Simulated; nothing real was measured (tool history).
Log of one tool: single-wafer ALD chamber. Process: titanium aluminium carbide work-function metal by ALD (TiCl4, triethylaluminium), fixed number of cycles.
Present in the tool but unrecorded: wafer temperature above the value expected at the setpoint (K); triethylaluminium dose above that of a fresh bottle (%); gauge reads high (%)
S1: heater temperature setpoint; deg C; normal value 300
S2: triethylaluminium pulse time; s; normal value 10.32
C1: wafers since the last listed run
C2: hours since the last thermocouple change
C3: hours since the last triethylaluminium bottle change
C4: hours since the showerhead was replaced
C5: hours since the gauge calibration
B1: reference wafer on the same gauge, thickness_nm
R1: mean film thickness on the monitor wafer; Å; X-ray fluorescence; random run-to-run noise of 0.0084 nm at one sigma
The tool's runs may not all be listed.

{"run": 1, "hour": 0.0, "S1": 300, "S2": 12.57, "C1": 0, "C2": 3059.8, "C3": 1399, "C4": 4661.9, "C5": 141.2, "B1": 1.989, "R1": 18.99}
{"run": 2, "hour": 13.2, "S1": 300, "S2": 12.57, "C1": 96, "C2": 3073, "C3": 1412.2, "C4": 4675.1, "C5": 154.4, "B1": 1.991, "R1": 19.06}
{"run": 3, "hour": 21.0, "S1": 300, "S2": 12.57, "C1": 56, "C2": 3080.8, "C3": 1420, "C4": 4682.9, "C5": 162.2, "B1": 1.988, "R1": 19.1}
{"run": 4, "hour": 29.8, "S1": 300, "S2": 10.32, "C1": 64, "C2": 3089.6, "C3": 1428.8, "C4": 4691.7, "C5": 171, "B1": 1.989, "R1": 18}
{"run": 5, "hour": 39.2, "S1": 300, "S2": 10.32, "C1": 68, "C2": 3099, "C3": 1438.2, "C4": 4701.1, "C5": 180.4, "B1": 1.989, "R1": 18.03}
{"run": 6, "hour": 56.8, "S1": 300, "S2": 10.32, "C1": 128, "C2": 3116.6, "C3": 1455.8, "C4": 4718.7, "C5": 198, "B1": 1.988, "R1": 17.99}
{"run": 7, "hour": 64.1, "S1": 300, "S2": 10.32, "C1": 53, "C2": 3123.9, "C3": 1463.1, "C4": 4726, "C5": 205.3, "B1": 1.992, "R1": 17.98}
{"run": 8, "hour": 81.6, "S1": 300, "S2": 10.32, "C1": 127, "C2": 3141.4, "C3": 1480.6, "C4": 4743.5, "C5": 222.8, "B1": 1.989, "R1": 17.9}
{"run": 9, "hour": 95.0, "S1": 300, "S2": 10.32, "C1": 97, "C2": 3154.8, "C3": 1494, "C4": 4756.9, "C5": 236.2, "B1": 1.99, "R1": 17.86}
{"run": 10, "hour": 120.5, "S1": 300, "S2": 10.32, "C1": 186, "C2": 3180.3, "C3": 1519.5, "C4": 4782.4, "C5": 261.7, "B1": 1.99, "R1": 17.75}
{"hour": 124.0, "done": "gauge calibrated"}
{"run": 11, "hour": 134.4, "S1": 303, "S2": 10.32, "C1": 101, "C2": 3194.2, "C3": 1533.4, "C4": 4796.3, "C5": 10.4, "B1": 1.991, "R1": 18}
{"run": 12, "hour": 143.5, "S1": 303, "S2": 10.32, "C1": 66, "C2": 3203.3, "C3": 1542.5, "C4": 4805.4, "C5": 19.5, "B1": 1.989, "R1": 17.83}
{"run": 13, "hour": 157.5, "S1": 303, "S2": 10.32, "C1": 102, "C2": 3217.3, "C3": 1556.5, "C4": 4819.4, "C5": 33.5, "B1": 1.993, "R1": 17.84}
{"run": 14, "hour": 166.4, "S1": 300, "S2": 10.32, "C1": 65, "C2": 3226.2, "C3": 1565.4, "C4": 4828.3, "C5": 42.4, "B1": 1.988, "R1": 17.58}
{"run": 15, "hour": 180.0, "S1": 303, "S2": 10.32, "C1": 99, "C2": 3239.8, "C3": 1579, "C4": 4841.9, "C5": 56, "B1": 1.991, "R1": 17.94}
{"run": 16, "hour": 188.9, "S1": 300, "S2": 10.32, "C1": 65, "C2": 3248.7, "C3": 1587.9, "C4": 4850.8, "C5": 64.9, "B1": 1.989, "R1": 17.84}

Run 17 comes next. What will it give?
{"run": 17, "hour": 195.8, "S1": 296, "S2": 8.25, "C1": 50, "C2": 3255.6, "C3": 1594.8, "C4": 4857.7, "C5": 71.8, "B1": "?", "R1": "?"}

Run 17 came out at B1 1.988, R1 15.53 Å.
Without the tool's hidden state the same run would have given R1 18.44 Å.

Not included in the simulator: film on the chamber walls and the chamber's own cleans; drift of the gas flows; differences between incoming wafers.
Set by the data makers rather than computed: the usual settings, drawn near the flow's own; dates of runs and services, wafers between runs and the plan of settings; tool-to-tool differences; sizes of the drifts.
